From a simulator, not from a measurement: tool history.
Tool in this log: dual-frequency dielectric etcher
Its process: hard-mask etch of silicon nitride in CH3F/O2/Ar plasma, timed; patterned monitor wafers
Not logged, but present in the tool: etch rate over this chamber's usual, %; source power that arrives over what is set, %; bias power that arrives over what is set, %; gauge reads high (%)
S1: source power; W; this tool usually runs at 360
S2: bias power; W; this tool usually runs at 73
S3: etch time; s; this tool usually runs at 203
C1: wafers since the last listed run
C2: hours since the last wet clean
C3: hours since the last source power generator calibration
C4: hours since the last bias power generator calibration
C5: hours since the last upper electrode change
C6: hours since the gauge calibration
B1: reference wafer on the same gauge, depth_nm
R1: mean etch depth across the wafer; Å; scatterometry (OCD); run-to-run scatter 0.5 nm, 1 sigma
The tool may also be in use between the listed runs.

run 1 hour=0 | S1=360 S2=73 S3=203 | C1=0 C2=220 C3=3841.1 C4=3499.9 C5=3618.1 C6=1438.9 | B1=133.1 | R1=1507
run 2 hour=24.3 | S1=360 S2=78 S3=203 | C1=91 C2=244.3 C3=3865.4 C4=3524.2 C5=3642.4 C6=1463.2 | B1=133.1 | R1=1548
run 3 hour=55.5 | S1=360 S2=73 S3=203 | C1=117 C2=275.5 C3=3896.6 C4=3555.4 C5=3673.6 C6=1494.4 | B1=133 | R1=1516
-- hour=170.6 wet clean of the chamber
run 4 hour=201.1 | S1=360 S2=73 S3=203 | C1=457 C2=30.5 C3=4042.2 C4=3701 C5=3819.2 C6=1640 | B1=133.1 | R1=1480
run 5 hour=271.5 | S1=360 S2=73 S3=203 | C1=264 C2=100.9 C3=4112.6 C4=3771.4 C5=3889.6 C6=1710.4 | B1=133 | R1=1496
run 6 hour=337.5 | S1=360 S2=73 S3=203 | C1=248 C2=166.9 C3=4178.6 C4=3837.4 C5=3955.6 C6=1776.4 | B1=133 | R1=1498
-- hour=364.4 upper electrode replaced
-- hour=376.7 source power generator calibrated
run 7 hour=383.7 | S1=360 S2=73 S3=203 | C1=68 C2=213.1 C3=7 C4=3883.6 C5=19.3 C6=1822.6 | B1=133 | R1=1503
run 8 hour=413.1 | S1=360 S2=73 S3=203 | C1=110 C2=242.5 C3=36.4 C4=3913 C5=48.7 C6=1852 | B1=133 | R1=1510
run 9 hour=440.7 | S1=360 S2=73 S3=203 | C1=103 C2=270.1 C3=64 C4=3940.6 C5=76.3 C6=1879.6 | B1=133 | R1=1502
run 10 hour=479.1 | S1=360 S2=73 S3=203 | C1=144 C2=308.5 C3=102.4 C4=3979 C5=114.7 C6=1918 | B1=133 | R1=1517
run 11 hour=545.5 | S1=360 S2=73 S3=185.5 | C1=249 C2=374.9 C3=168.8 C4=4045.4 C5=181.1 C6=1984.4 | B1=133 | R1=1395
-- hour=580.3 gauge calibrated
-- hour=614.8 wet clean of the chamber
run 12 hour=615.3 | S1=360 S2=73 S3=203 | C1=172 C2=0.5 C3=238.6 C4=4115.2 C5=250.9 C6=35 | B1=133.1 | R1=1478
run 13 hour=661.6 | S1=360 S2=73 S3=203 | C1=174 C2=46.8 C3=284.9 C4=4161.5 C5=297.2 C6=81.3 | B1=133.1 | R1=1482
run 14 hour=719.2 | S1=360 S2=73 S3=203 | C1=216 C2=104.4 C3=342.5 C4=4219.1 C5=354.8 C6=138.9 | B1=132.9 | R1=1493
run 15 hour=778.6 | S1=360 S2=73 S3=203 | C1=223 C2=163.8 C3=401.9 C4=4278.5 C5=414.2 C6=198.3 | B1=132.9 | R1=1497
run 16 hour=839.7 | S1=360 S2=73 S3=203 | C1=229 C2=224.9 C3=463 C4=4339.6 C5=475.3 C6=259.4 | B1=132.9 | R1=1521
run 17 hour=867.5 | S1=310 S2=67 S3=161.5 | C1=104 C2=252.7 C3=490.8 C4=4367.4 C5=503.1 C6=287.2 | B1=133.1 | R1=1085
run 18 hour=897.4 | S1=360 S2=73 S3=203 | C1=112 C2=282.6 C3=520.7 C4=4397.3 C5=533 C6=317.1 | B1=133.1 | R1=1514
run 19 hour=962.2 | S1=440 S2=59 S3=256 | C1=243 C2=347.4 C3=585.5 C4=4462.1 C5=597.8 C6=381.9 | B1=133 | R1=1981
run 20 hour=1011.1 | S1=320 S2=67 S3=241 | C1=183 C2=396.3 C3=634.4 C4=4511 C5=646.7 C6=430.8 | B1=133 | R1=1673
-- hour=1062 wet clean of the chamber
run 21 hour=1062.5 | S1=320 S2=73 S3=203 | C1=102 C2=0.5 C3=685.8 C4=4562.4 C5=698.1 C6=482.2 | B1=133 | R1=1385
run 22 hour=1077.8 | S1=360 S2=57 S3=184 | C1=57 C2=15.8 C3=701.1 C4=4577.7 C5=713.4 C6=497.5 | B1=132.9 | R1=1234
-- hour=1086.5 bias power generator calibrated
run 23 hour=1127.7 | S1=360 S2=73 S3=203 | C1=172 C2=65.7 C3=751 C4=41.2 C5=763.3 C6=547.4 | B1=133 | R1=1482
run 24 hour=1179.3 | S1=290 S2=85 S3=225 | C1=193 C2=117.3 C3=802.6 C4=92.8 C5=814.9 C6=599 | B1=133 | R1=1560
run 25 hour=1205.5 | S1=400 S2=58 S3=235.5 | C1=98 C2=143.5 C3=828.8 C4=119 C5=841.1 C6=625.2 | B1=133.1 | R1=1681
run 26 hour=1259.7 | S1=360 S2=88 S3=203 | C1=203 C2=197.7 C3=883 C4=173.2 C5=895.3 C6=679.4 | B1=132.9 | R1=1599
run 27 hour=1301.8 | S1=360 S2=73 S3=203 | C1=158 C2=239.8 C3=925.1 C4=215.3 C5=937.4 C6=721.5 | B1=132.9 | R1=1508
run 28 hour=1337.3 | S1=270 S2=67 S3=163 | C1=133 C2=275.3 C3=960.6 C4=250.8 C5=972.9 C6=757 | B1=133.1 | R1=1024
run 29 hour=1399.2 | S1=310 S2=73 S3=203 | C1=232 C2=337.2 C3=1022.5 C4=312.7 C5=1034.8 C6=818.9 | B1=133.1 | R1=1413
run 30 hour=1452.3 | S1=360 S2=73 S3=203 | C1=199 C2=390.3 C3=1075.6 C4=365.8 C5=1087.9 C6=872 | B1=133.2 | R1=1516
-- hour=1516.5 wet clean of the chamber
run 31 hour=1517 | S1=300 S2=57 S3=203 | C1=152 C2=0.5 C3=1140.3 C4=430.5 C5=1152.6 C6=936.7 | B1=132.9 | R1=1245

3 ways to go on from here, each from the tool as it stands after run 31. What would each give?
run A hour=1517.5 | S1=360 S2=73 S3=203 | C1=1 C2=1 C3=1140.8 C4=431 C5=1153.1 C6=937.2 | B1=? | R1=?
run B hour=1517.5 | S1=310 S2=63 S3=252.5 | C1=1 C2=1 C3=1140.8 C4=431 C5=1153.1 C6=937.2 | B1=? | R1=?
run C hour=1517.5 | S1=360 S2=73 S3=145.5 | C1=1 C2=1 C3=1140.8 C4=431 C5=1153.1 C6=937.2 | B1=? | R1=?

run=A B1=133.1 R1=1475
run=B B1=133.1 R1=1627
run=C B1=133.1 R1=1057
With no hidden state in the tool, these same runs would have given:
run=A R1=1474
run=B R1=1625
run=C R1=1056

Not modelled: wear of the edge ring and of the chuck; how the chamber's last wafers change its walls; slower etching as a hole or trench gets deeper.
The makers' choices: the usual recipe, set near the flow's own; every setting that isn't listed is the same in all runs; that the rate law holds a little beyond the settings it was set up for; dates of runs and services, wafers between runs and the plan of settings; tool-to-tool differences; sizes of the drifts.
